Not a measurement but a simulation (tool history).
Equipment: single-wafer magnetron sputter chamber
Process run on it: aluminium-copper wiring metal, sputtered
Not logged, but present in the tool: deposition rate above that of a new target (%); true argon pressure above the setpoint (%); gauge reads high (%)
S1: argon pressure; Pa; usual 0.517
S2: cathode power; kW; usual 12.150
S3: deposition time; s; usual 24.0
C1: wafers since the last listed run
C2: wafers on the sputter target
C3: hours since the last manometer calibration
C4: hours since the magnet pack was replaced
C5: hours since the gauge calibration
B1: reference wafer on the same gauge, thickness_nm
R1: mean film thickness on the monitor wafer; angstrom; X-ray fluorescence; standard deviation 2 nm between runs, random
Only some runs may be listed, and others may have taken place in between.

run	hour	S1	S2	S3	C1	C2	C3	C4	C5	B1	R1
1	0.0	0.517	12.150	24.0	0	3897	1393.1	10951.1	591.9	531.525	4887.55
# hour 28.9: sputter target and shields replaced
2	47.2	0.517	13.150	24.0	679	316	1440.3	10998.3	639.1	532.281	5360.96
3	76.6	0.517	12.150	22.4	509	826	1469.7	11027.7	668.5	532.149	4579.00
# hour 92.6: gauge calibrated
4	121.6	0.517	9.900	24.0	780	1606	1514.7	11072.7	29.0	531.252	4033.75
5	292.9	0.517	9.900	24.0	2970	4577	1686.0	11244.0	200.3	531.621	4016.54
# hour 344.3: sputter target and shields replaced
6	345.3	0.629	10.400	24.0	769	17	1738.4	11296.4	252.7	532.023	4077.63
# hour 378.2: magnet pack replaced
7	407.0	0.629	10.400	24.0	931	948	1800.1	28.8	314.4	531.686	4073.76
# hour 461.0: capacitance manometer re-zeroed and calibrated
8	461.9	0.629	10.400	24.0	813	1761	0.9	83.7	369.3	532.152	3873.67
9	501.0	0.657	12.150	24.0	678	2440	40.0	122.8	408.4	531.823	4440.36
10	545.1	0.517	12.150	24.0	764	3204	84.1	166.9	452.5	532.156	4751.65
11	613.4	0.411	12.150	24.0	1184	4389	152.4	235.2	520.8	532.368	4978.71
# hour 623.6: sputter target and shields replaced
12	657.6	0.576	13.900	24.0	627	590	196.6	279.4	565.0	531.980	5386.66
13	693.6	0.439	10.550	20.4	624	1214	232.6	315.4	601.0	532.083	3717.44
# hour 716.5: gauge calibrated
14	761.8	0.714	13.950	21.9	1182	2397	300.8	383.6	45.3	532.086	4598.32
15	819.7	0.517	9.900	24.0	1004	3401	358.7	441.5	103.2	531.899	3927.41
16	861.0	0.517	12.150	24.0	716	4117	400.0	482.8	144.5	532.161	4763.22
17	895.8	0.517	13.250	24.0	603	4721	434.8	517.6	179.3	532.107	5233.60
18	936.9	0.628	14.350	28.6	712	5433	475.9	558.7	220.4	532.079	6330.26
# hour 950.2: sputter target and shields replaced
19	1049.7	0.667	10.450	24.0	1817	1725	588.7	671.5	333.2	532.389	3910.16
20	1074.9	0.576	9.950	27.3	437	2162	613.9	696.7	358.4	531.584	4412.59
21	1127.9	0.517	12.150	24.0	919	3082	666.9	749.7	411.4	532.334	4828.07

What differs in the tool's unlogged condition from the final listed run ahead of each entry between runs to the first listed run following it?
Logged between run 1 and run 2: sputter target and shields replaced (hour 28.9)
  deposition rate above that of a new target (%): -1.18 -> -0.254; true argon pressure above the setpoint (%): -11 -> -11.4
  difference, measured minus the result without the unlogged condition, R1: +76.09 -> +137.98 angstrom
Logged between run 3 and run 4: gauge calibrated (hour 92.6)
  deposition rate above that of a new target (%): -0.298 -> -0.444; true argon pressure above the setpoint (%): -11.7 -> -12.1
  difference, measured minus the result without the unlogged condition, R1: +118.83 -> +102.93 angstrom
Logged between run 5 and run 6: sputter target and shields replaced (hour 344.3)
  deposition rate above that of a new target (%): -1.86 -> -0.149; true argon pressure above the setpoint (%): -13.6 -> -14.1
  difference, measured minus the result without the unlogged condition, R1: +61.60 -> +161.05 angstrom
Logged between run 6 and run 7: magnet pack replaced (hour 378.2)
  deposition rate above that of a new target (%): -0.149 -> -0.24; true argon pressure above the setpoint (%): -14.1 -> -14.6
  difference, measured minus the result without the unlogged condition, R1: +161.05 -> +163.83 angstrom
Logged between run 7 and run 8: capacitance manometer re-zeroed and calibrated (hour 461.0)
  deposition rate above that of a new target (%): -0.24 -> -0.468; true argon pressure above the setpoint (%): -14.6 -> 0.768
  difference, measured minus the result without the unlogged condition, R1: +163.83 -> -27.03 angstrom
Logged between run 11 and run 12: sputter target and shields replaced (hour 623.6)
  deposition rate above that of a new target (%): -1.82 -> -0.183; true argon pressure above the setpoint (%): -0.594 -> -0.992
  difference, measured minus the result without the unlogged condition, R1: -86.26 -> +4.72 angstrom
Logged between run 13 and run 14: gauge calibrated (hour 716.5)
  deposition rate above that of a new target (%): -0.27 -> -0.598; true argon pressure above the setpoint (%): -1.32 -> -1.93
  difference, measured minus the result without the unlogged condition, R1: +0.58 -> +1.41 angstrom
Logged between run 18 and run 19: sputter target and shields replaced (hour 950.2)
  deposition rate above that of a new target (%): -2.43 -> -0.607; true argon pressure above the setpoint (%): -3.5 -> -4.52
  difference, measured minus the result without the unlogged condition, R1: -90.85 -> +30.81 angstrom

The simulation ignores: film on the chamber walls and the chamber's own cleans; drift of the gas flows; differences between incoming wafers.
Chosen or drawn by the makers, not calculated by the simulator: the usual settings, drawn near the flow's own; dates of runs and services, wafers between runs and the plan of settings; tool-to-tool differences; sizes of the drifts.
